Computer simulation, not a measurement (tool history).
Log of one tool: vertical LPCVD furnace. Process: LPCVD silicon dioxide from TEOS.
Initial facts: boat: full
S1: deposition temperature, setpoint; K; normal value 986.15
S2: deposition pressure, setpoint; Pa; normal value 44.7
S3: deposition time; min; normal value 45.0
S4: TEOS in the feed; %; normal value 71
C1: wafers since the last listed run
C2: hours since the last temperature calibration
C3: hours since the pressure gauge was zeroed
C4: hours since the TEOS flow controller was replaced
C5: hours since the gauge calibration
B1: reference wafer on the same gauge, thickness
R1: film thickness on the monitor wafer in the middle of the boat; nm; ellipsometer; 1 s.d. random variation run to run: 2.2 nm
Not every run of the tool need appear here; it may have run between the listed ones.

Run 1, hour 0.0: usual settings; C1 0; C2 1165.3; C3 738.2; C4 2491.7; C5 1038.7; B1 357.15. Result: R1 449.78 nm.
Run 2, hour 66.0: usual settings; C1 808; C2 1231.3; C3 804.2; C4 2557.7; C5 1104.7; B1 357.92. Result: R1 449.29 nm.
Run 3, hour 98.8: usual settings; C1 402; C2 1264.1; C3 837.0; C4 2590.5; C5 1137.5; B1 356.65. Result: R1 452.71 nm.
Run 4, hour 153.5: usual settings but S1 983.15 K, S2 36.7 Pa; C1 670; C2 1318.8; C3 891.7; C4 2645.2; C5 1192.2; B1 357.69. Result: R1 382.29 nm.
Run 5, hour 215.8: usual settings but S2 49.3 Pa; C1 763; C2 1381.1; C3 954.0; C4 2707.5; C5 1254.5; B1 356.44. Result: R1 468.56 nm.
Run 6, hour 249.0: usual settings but S2 49.3 Pa; C1 406; C2 1414.3; C3 987.2; C4 2740.7; C5 1287.7; B1 357.83. Result: R1 474.98 nm.
Run 7, hour 275.2: usual settings but S2 49.3 Pa; C1 321; C2 1440.5; C3 1013.4; C4 2766.9; C5 1313.9; B1 356.62. Result: R1 474.51 nm.
Run 8, hour 302.7: usual settings; C1 337; C2 1468.0; C3 1040.9; C4 2794.4; C5 1341.4; B1 357.26. Result: R1 448.34 nm.
Run 9, hour 350.5: usual settings; C1 585; C2 1515.8; C3 1088.7; C4 2842.2; C5 1389.2; B1 357.30. Result: R1 455.01 nm.
Run 10, hour 407.6: usual settings; C1 699; C2 1572.9; C3 1145.8; C4 2899.3; C5 1446.3; B1 356.75. Result: R1 454.74 nm.
Run 11, hour 471.1: usual settings but S4 68 %; C1 778; C2 1636.4; C3 1209.3; C4 2962.8; C5 1509.8; B1 357.05. Result: R1 444.04 nm.
Run 12, hour 496.4: usual settings but S4 68 %; C1 310; C2 1661.7; C3 1234.6; C4 2988.1; C5 1535.1; B1 356.32. Result: R1 448.95 nm.
Run 13, hour 536.3: usual settings but S1 990.15 K, S3 31.5 min, S4 80 %; C1 489; C2 1701.6; C3 1274.5; C4 3028.0; C5 1575.0; B1 356.85. Result: R1 369.85 nm.
Run 14, hour 606.5: usual settings but S4 62 %; C1 860; C2 1771.8; C3 1344.7; C4 3098.2; C5 1645.2; B1 357.03. Result: R1 426.33 nm.
Run 15, hour 644.9: usual settings but S1 979.15 K, S2 36.0 Pa; C1 470; C2 1810.2; C3 1383.1; C4 3136.6; C5 1683.6; B1 356.72. Result: R1 350.15 nm.
At hour 672.3: thermocouples replaced and temperature profile calibrated.
At hour 708.8: TEOS flow controller replaced.
Run 16, hour 709.3: usual settings; C1 201; C2 37.0; C3 1447.5; C4 0.5; C5 1748.0; B1 357.13. Result: R1 432.48 nm.
Run 17, hour 729.9: usual settings; C1 252; C2 57.6; C3 1468.1; C4 21.1; C5 1768.6; B1 357.08. Result: R1 436.04 nm.
Run 18, hour 788.7: usual settings but S1 993.15 K, S4 62 %; C1 720; C2 116.4; C3 1526.9; C4 79.9; C5 1827.4; B1 357.82. Result: R1 471.59 nm.
Run 19, hour 822.2: usual settings but S1 995.15 K, S4 84 %; C1 410; C2 149.9; C3 1560.4; C4 113.4; C5 1860.9; B1 357.41. Result: R1 574.34 nm.
At hour 912.7: gauge calibrated.
Run 20, hour 987.7: usual settings; C1 2028; C2 315.4; C3 1725.9; C4 278.9; C5 75.0; B1 357.18. Result: R1 430.34 nm.
Run 21, hour 1030.4: usual settings but S1 995.15 K; C1 523; C2 358.1; C3 1768.6; C4 321.6; C5 117.7; B1 356.62. Result: R1 523.61 nm.
At hour 1082.5: pressure gauge zeroed.
Run 22, hour 1083.0: usual settings; C1 350; C2 410.7; C3 0.5; C4 374.2; C5 170.3; B1 357.48. Result: R1 447.82 nm.
Run 23, hour 1111.9: usual settings; C1 354; C2 439.6; C3 29.4; C4 403.1; C5 199.2; B1 356.89. Result: R1 446.83 nm.
Run 24, hour 1176.9: usual settings but S4 68 %; C1 796; C2 504.6; C3 94.4; C4 468.1; C5 264.2; B1 357.05. Result: R1 437.09 nm.
Run 25, hour 1220.0: usual settings but S1 978.15 K, S2 47.3 Pa, S3 37.0 min, S4 57 %; C1 528; C2 547.7; C3 137.5; C4 511.2; C5 307.3; B1 357.23. Result: R1 282.27 nm.
Run 26, hour 1282.1: usual settings but S3 53.0 min; C1 761; C2 609.8; C3 199.6; C4 573.3; C5 369.4; B1 357.40. Result: R1 525.16 nm.
Run 27, hour 1316.7: usual settings but S1 975.15 K, S2 54.7 Pa, S3 33.5 min, S4 78 %; C1 424; C2 644.4; C3 234.2; C4 607.9; C5 404.0; B1 356.84. Result: R1 299.67 nm.
Run 28, hour 1367.4: usual settings but S1 995.15 K, S4 85 %; C1 621; C2 695.1; C3 284.9; C4 658.6; C5 454.7; B1 356.87. Result: R1 600.02 nm.
Run 29, hour 1400.2: usual settings but S1 996.15 K, S2 54.0 Pa, S3 56.0 min, S4 77 %; C1 402; C2 727.9; C3 317.7; C4 691.4; C5 487.5; B1 357.24. Result: R1 802.78 nm.
Run 30, hour 1463.0: usual settings but S3 31.0 min; C1 769; C2 790.7; C3 380.5; C4 754.2; C5 550.3; B1 357.92. Result: R1 308.27 nm.
Run 31, hour 1500.9: usual settings; C1 464; C2 828.6; C3 418.4; C4 792.1; C5 588.2; B1 356.86. Result: R1 451.51 nm.

Consider 4 possible next runs. They are alternatives, not a sequence: every one starts from the tool as it was left by run 31. What does each give?
Run A, hour 1504.9: usual settings but S1 977.15 K; C1 49; C2 832.6; C3 422.4; C4 796.1; C5 592.2; B1 ?. Result: R1 ?.
Run B, hour 1504.9: usual settings but S1 980.15 K, S2 51.3 Pa; C1 49; C2 832.6; C3 422.4; C4 796.1; C5 592.2; B1 ?. Result: R1 ?.
Run C, hour 1504.9: usual settings but S2 55.3 Pa, S3 61.0 min; C1 49; C2 832.6; C3 422.4; C4 796.1; C5 592.2; B1 ?. Result: R1 ?.
Run D, hour 1504.9: usual settings but S1 990.15 K, S3 31.0 min; C1 49; C2 832.6; C3 422.4; C4 796.1; C5 592.2; B1 ?. Result: R1 ?.

run      B1      R1
  A  356.48  366.09
  B  356.48  420.21
  C  356.48  677.69
  D  356.48  338.85
Stripped of hidden state, with their random variation kept, the same runs would have yielded:
run      R1
  A  357.39
  B  410.50
  C  662.36
  D  330.98

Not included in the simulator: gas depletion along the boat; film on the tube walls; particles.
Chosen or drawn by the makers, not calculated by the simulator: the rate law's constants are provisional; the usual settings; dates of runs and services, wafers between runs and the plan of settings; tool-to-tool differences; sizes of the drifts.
